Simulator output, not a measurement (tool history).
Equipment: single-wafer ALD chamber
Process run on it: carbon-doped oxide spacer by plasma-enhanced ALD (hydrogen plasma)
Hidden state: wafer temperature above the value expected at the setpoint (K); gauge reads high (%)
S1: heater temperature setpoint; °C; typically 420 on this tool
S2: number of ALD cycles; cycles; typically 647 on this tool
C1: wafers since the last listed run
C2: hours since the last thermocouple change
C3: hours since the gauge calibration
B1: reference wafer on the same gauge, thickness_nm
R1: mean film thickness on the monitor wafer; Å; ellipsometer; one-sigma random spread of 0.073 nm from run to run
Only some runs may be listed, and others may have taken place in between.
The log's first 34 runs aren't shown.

run,hour,S1,S2,C1,C2,C3,B1,R1
35,480.4,415,611,6,237.6,63.5,30.497,277.76
36,492.5,420,734,7,249.7,75.6,30.491,329.89
37,499.0,414,647,4,256.2,82.1,30.501,295.82
38,513.8,405,576,9,271.0,96.9,30.497,270.90
39,523.3,411,712,6,280.5,106.4,30.493,327.78
40,531.2,429,753,5,288.4,114.3,30.518,323.91
41,543.8,420,534,8,301.0,126.9,30.506,237.63
42,554.1,420,726,6,311.3,137.2,30.484,324.90
43,570.8,420,647,11,328.0,153.9,30.498,288.87
44,624.7,408,605,35,381.9,207.8,30.495,282.59
45,636.5,420,647,7,393.7,219.6,30.511,287.05
46,644.7,429,701,5,401.9,227.8,30.502,302.52
47,655.4,425,707,7,412.6,238.5,30.515,309.50
48,669.6,409,600,9,426.8,252.7,30.492,279.00

Branching from run 48: 3 alternative next runs. What would each branch give?
A,671.0,420,647,0,428.2,254.1,?,?
B,671.0,420,733,0,428.2,254.1,?,?
C,671.0,420,741,0,428.2,254.1,?,?

run,B1,R1
A,30.498,288.22
B,30.498,326.53
C,30.498,330.09
What these runs would have given with no unlogged condition in the tool:
run,R1
A,292.15
B,330.98
C,334.60
